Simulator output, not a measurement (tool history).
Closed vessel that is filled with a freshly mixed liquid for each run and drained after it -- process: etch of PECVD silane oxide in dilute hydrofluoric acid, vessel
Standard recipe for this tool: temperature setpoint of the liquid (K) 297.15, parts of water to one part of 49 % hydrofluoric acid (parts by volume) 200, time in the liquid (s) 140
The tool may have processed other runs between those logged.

| run | day | temperature setpoint of the liquid (K) | parts of water to one part of 49 % hydrofluoric acid (parts by volume) | time in the liquid (s) | wafers since the last listed run | hours since the thermometer was replaced | hours since the hydrofluoric acid flow meter was replaced | hours since the gauge calibration | read-back film thickness of the PECVD silane oxide reference wafer, read on the same gauge (nm) | thickness taken off the PECVD silane oxide on a monitor wafer (nm) |
|---|---|---|---|---|---|---|---|---|---|---|
| 1 | 0 | 299.65 | 200 | 140 | 0 | 321.3 | 438.3 | 465 | 71.09 | 33.62 |
| 2 | 1.771 | 299.65 | 200 | 140 | 2572 | 363.8 | 480.8 | 507.5 | 71.15 | 33.66 |
| 3 | 5.004 | 299.15 | 200 | 140 | 4697 | 441.4 | 558.4 | 585.1 | 71.3 | 33.07 |
| 4 | 6.85 | 299.15 | 200 | 140 | 2681 | 485.7 | 602.7 | 629.4 | 71.38 | 33.23 |
| 5 | 10.671 | 297.15 | 200 | 100 | 5550 | 577.4 | 694.4 | 721.1 | 71.52 | 21.97 |
| 6 | 13.329 | 297.15 | 200 | 100 | 3861 | 641.2 | 758.2 | 784.9 | 71.61 | 22.11 |
|  | 14.908 | thermometer replaced |
| 7 | 16.738 | 297.15 | 235 | 140 | 4890 | 43.9 | 840 | 866.7 | 71.73 | 25.59 |
| 8 | 26.596 | 297.15 | 200 | 140 | 14321 | 280.5 | 1076.6 | 1103.3 | 71.91 | 30.93 |
| 9 | 30.229 | 297.15 | 200 | 140 | 5278 | 367.7 | 1163.8 | 1190.5 | 71.99 | 31.23 |
| 10 | 32.942 | 297.15 | 200 | 140 | 3940 | 432.8 | 1228.9 | 1255.6 | 72.03 | 31.3 |
| 11 | 36.229 | 297.15 | 200 | 140 | 4775 | 511.7 | 1307.8 | 1334.5 | 72.02 | 31.07 |
| 12 | 39.608 | 299.15 | 285 | 55 | 4909 | 592.8 | 1388.9 | 1415.6 | 72.05 | 8.43 |
|  | 41.242 | gauge calibrated |
|  | 44.629 | hydrofluoric acid flow meter replaced |
|  | 44.975 | thermometer replaced |
| 13 | 45.046 | 298.65 | 200 | 140 | 7778 | 1.7 | 10 | 91.3 | 70.45 | 32.2 |
| 14 | 49.512 | 299.65 | 110 | 170 | 6488 | 108.9 | 117.2 | 198.5 | 70.85 | 82.77 |
| 15 | 53.288 | 297.15 | 240 | 110 | 5484 | 199.5 | 207.8 | 289.1 | 71.15 | 19.29 |
| 16 | 55.808 | 293.15 | 105 | 140 | 3662 | 260 | 268.3 | 349.6 | 71.28 | 55.64 |
| 17 | 57.425 | 297.15 | 200 | 115 | 2348 | 298.8 | 307.1 | 388.4 | 71.47 | 25.32 |
| 18 | 66.783 | 297.15 | 200 | 140 | 13595 | 523.4 | 531.7 | 613 | 71.91 | 31.06 |
| 19 | 68.412 | 293.15 | 110 | 140 | 2366 | 562.5 | 570.8 | 652.1 | 72 | 53.3 |
| 20 | 70.817 | 297.15 | 200 | 140 | 3492 | 620.2 | 628.5 | 709.8 | 72.11 | 31.14 |
|  | 72.462 | thermometer replaced |
| 21 | 72.867 | 297.15 | 200 | 140 | 2917 | 9.7 | 677.7 | 759 | 72.17 | 31.19 |
| 22 | 74.975 | 292.65 | 165 | 140 | 3062 | 60.3 | 728.3 | 809.6 | 72.19 | 33.03 |
| 23 | 78.138 | 300.65 | 200 | 140 | 4594 | 136.2 | 804.2 | 885.5 | 72.3 | 35.43 |

Consider 5 possible next runs. They are alternatives, not a sequence: every one starts from the tool as it was left by run 23. What does each give?
| A | 78.167 | 297.15 | 290 | 140 | 42 | 136.9 | 804.9 | 886.2 | ? | ? |
| B | 78.167 | 295.15 | 160 | 210 | 42 | 136.9 | 804.9 | 886.2 | ? | ? |
| C | 78.167 | 294.15 | 255 | 75 | 42 | 136.9 | 804.9 | 886.2 | ? | ? |
| D | 78.167 | 297.15 | 170 | 220 | 42 | 136.9 | 804.9 | 886.2 | ? | ? |
| E | 78.167 | 297.15 | 200 | 165 | 42 | 136.9 | 804.9 | 886.2 | ? | ? |

| run | read-back film thickness of the PECVD silane oxide reference wafer, read on the same gauge (nm) | thickness taken off the PECVD silane oxide on a monitor wafer (nm) |
|---|---|---|
| A | 72.26 | 19.73 |
| B | 72.26 | 56.94 |
| C | 72.26 | 11.16 |
| D | 72.26 | 59.94 |
| E | 72.26 | 36.98 |
The same runs, with their run-to-run variation unchanged, on a tool lacking any hidden condition would have given:
| run | thickness taken off the PECVD silane oxide on a monitor wafer (nm) |
|---|---|
| A | 19.1 |
| B | 55.13 |
| C | 10.81 |
| D | 58.04 |
| E | 35.81 |

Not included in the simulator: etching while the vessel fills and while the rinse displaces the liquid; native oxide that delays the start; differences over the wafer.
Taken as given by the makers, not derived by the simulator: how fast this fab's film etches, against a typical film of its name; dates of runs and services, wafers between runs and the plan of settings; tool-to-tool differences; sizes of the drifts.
